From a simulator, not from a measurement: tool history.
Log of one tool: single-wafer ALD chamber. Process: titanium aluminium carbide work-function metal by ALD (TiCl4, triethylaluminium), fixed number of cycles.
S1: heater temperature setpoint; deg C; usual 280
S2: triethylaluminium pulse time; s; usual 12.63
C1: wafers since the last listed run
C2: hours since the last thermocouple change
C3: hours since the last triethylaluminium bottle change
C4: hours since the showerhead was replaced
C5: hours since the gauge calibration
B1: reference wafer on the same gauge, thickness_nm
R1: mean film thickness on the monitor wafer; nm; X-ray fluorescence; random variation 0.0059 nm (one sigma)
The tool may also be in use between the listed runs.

{"run": 1, "hour": 0.0, "S1": 274, "S2": 9.03, "C1": 0, "C2": 906.3, "C3": 199.1, "C4": 6765.5, "C5": 851.7, "B1": 1.826, "R1": 1.637}
{"run": 2, "hour": 53.9, "S1": 284, "S2": 14.74, "C1": 371, "C2": 960.2, "C3": 253.0, "C4": 6819.4, "C5": 905.6, "B1": 1.825, "R1": 1.866}
{"run": 3, "hour": 160.9, "S1": 284, "S2": 14.74, "C1": 737, "C2": 1067.2, "C3": 360.0, "C4": 6926.4, "C5": 1012.6, "B1": 1.824, "R1": 1.873}
{"run": 4, "hour": 201.2, "S1": 284, "S2": 14.74, "C1": 277, "C2": 1107.5, "C3": 400.3, "C4": 6966.7, "C5": 1052.9, "B1": 1.824, "R1": 1.847}
{"run": 5, "hour": 289.2, "S1": 285, "S2": 12.63, "C1": 606, "C2": 1195.5, "C3": 488.3, "C4": 7054.7, "C5": 1140.9, "B1": 1.823, "R1": 1.855}
{"run": 6, "hour": 392.6, "S1": 280, "S2": 10.2, "C1": 712, "C2": 1298.9, "C3": 591.7, "C4": 7158.1, "C5": 1244.3, "B1": 1.823, "R1": 1.748}
{"hour": 433.9, "done": "showerhead replaced"}
{"run": 7, "hour": 490.7, "S1": 280, "S2": 10.2, "C1": 620, "C2": 1397.0, "C3": 689.8, "C4": 56.8, "C5": 1342.4, "B1": 1.821, "R1": 1.742}
{"hour": 574.9, "done": "gauge calibrated"}
{"run": 8, "hour": 577.1, "S1": 280, "S2": 13.81, "C1": 595, "C2": 1483.4, "C3": 776.2, "C4": 143.2, "C5": 2.2, "B1": 1.875, "R1": 1.874}
{"run": 9, "hour": 668.2, "S1": 270, "S2": 9.03, "C1": 627, "C2": 1574.5, "C3": 867.3, "C4": 234.3, "C5": 93.3, "B1": 1.867, "R1": 1.632}
{"run": 10, "hour": 713.9, "S1": 280, "S2": 17.03, "C1": 314, "C2": 1620.2, "C3": 913.0, "C4": 280.0, "C5": 139.0, "B1": 1.863, "R1": 1.872}
{"run": 11, "hour": 810.7, "S1": 280, "S2": 12.63, "C1": 666, "C2": 1717.0, "C3": 1009.8, "C4": 376.8, "C5": 235.8, "B1": 1.856, "R1": 1.846}
{"run": 12, "hour": 906.5, "S1": 267, "S2": 15.0, "C1": 660, "C2": 1812.8, "C3": 1105.6, "C4": 472.6, "C5": 331.6, "B1": 1.852, "R1": 1.763}
{"hour": 916.1, "done": "thermocouple changed; heater temperature recalibrated"}
{"hour": 985.7, "done": "triethylaluminium bottle replaced"}
{"run": 13, "hour": 992.2, "S1": 280, "S2": 12.63, "C1": 480, "C2": 76.1, "C3": 6.5, "C4": 558.3, "C5": 417.3, "B1": 1.85, "R1": 1.843}
{"run": 14, "hour": 1097.3, "S1": 271, "S2": 9.24, "C1": 724, "C2": 181.2, "C3": 111.6, "C4": 663.4, "C5": 522.4, "B1": 1.845, "R1": 1.639}
{"run": 15, "hour": 1152.6, "S1": 295, "S2": 12.63, "C1": 380, "C2": 236.5, "C3": 166.9, "C4": 718.7, "C5": 577.7, "B1": 1.844, "R1": 1.951}
{"run": 16, "hour": 1249.3, "S1": 291, "S2": 17.65, "C1": 666, "C2": 333.2, "C3": 263.6, "C4": 815.4, "C5": 674.4, "B1": 1.842, "R1": 1.933}

3 ways to go on from here, each from the tool as it stands after run 16. What would each give?
{"run": "A", "hour": 1249.7, "S1": 265, "S2": 12.63, "C1": 2, "C2": 333.6, "C3": 264.0, "C4": 815.8, "C5": 674.8, "B1": "?", "R1": "?"}
{"run": "B", "hour": 1249.7, "S1": 286, "S2": 14.4, "C1": 2, "C2": 333.6, "C3": 264.0, "C4": 815.8, "C5": 674.8, "B1": "?", "R1": "?"}
{"run": "C", "hour": 1249.7, "S1": 287, "S2": 7.92, "C1": 2, "C2": 333.6, "C3": 264.0, "C4": 815.8, "C5": 674.8, "B1": "?", "R1": "?"}

run=A B1=1.842 R1=1.720
run=B B1=1.842 R1=1.892
run=C B1=1.842 R1=1.570
Without the tool's hidden state the same runs would have given:
run=A R1=1.746
run=B R1=1.921
run=C R1=1.594
